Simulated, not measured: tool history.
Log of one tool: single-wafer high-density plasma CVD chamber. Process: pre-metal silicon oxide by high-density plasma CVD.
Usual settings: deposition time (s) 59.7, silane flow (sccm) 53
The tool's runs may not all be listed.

run   hour  deposition time (s)  silane flow (sccm)  read-back reference wafer on the same gauge, thickness_nm  mean film thickness on the monitor wafer (angstrom)
  1    0.0                 59.7                  53                                                    307.094                                              2766.14
  2   30.8                 59.7                  53                                                    306.978                                              2760.41
  3   69.6                 59.7                  53                                                    306.954                                              2755.30
  4  134.6                 59.7                  53                                                    307.024                                              2746.52
  5  169.6                 59.7                  53                                                    307.025                                              2744.42
     199.9  -- silane flow controller replaced
  6  200.4                 56.5                  53                                                    307.076                                              2806.26
  7  246.1                 56.5                  53                                                    306.823                                              2805.40
  8  272.7                 59.7                  62                                                    306.936                                              3463.85
  9  327.0                 53.1                  63                                                    307.023                                              3137.21
 10  353.4                 48.2                  46                                                    306.818                                              2072.30
 11  396.5                 69.2                  53                                                    307.063                                              3421.85
 12  450.5                 59.7                  53                                                    306.989                                              2972.21
     468.6  -- gauge calibrated
 13  481.8                 48.9                  59                                                    306.972                                              2696.93
 14  549.3                 59.7                  53                                                    306.915                                              2955.13
 15  614.7                 59.7                  44                                                    307.050                                              2451.05

5 ways to go on from here, each from the tool as it stands after run 15. What would each give?
  A  615.1                 48.9                  53                                                          ?                                                    ?
  B  615.1                 52.4                  60                                                          ?                                                    ?
  C  615.1                 56.2                  63                                                          ?                                                    ?
  D  615.1                 54.5                  57                                                          ?                                                    ?
  E  615.1                 52.5                  50                                                          ?                                                    ?

run  read-back reference wafer on the same gauge, thickness_nm  mean film thickness on the monitor wafer (angstrom)
  A                                                    307.034                                              2416.88
  B                                                    307.034                                              2931.92
  C                                                    307.034                                              3301.77
  D                                                    307.034                                              2896.95
  E                                                    307.034                                              2447.93
Without the tool's hidden state the same runs would have given:
run  mean film thickness on the monitor wafer (angstrom)
  A                                              2423.08
  B                                              2939.45
  C                                              3310.24
  D                                              2904.39
  E                                              2454.21
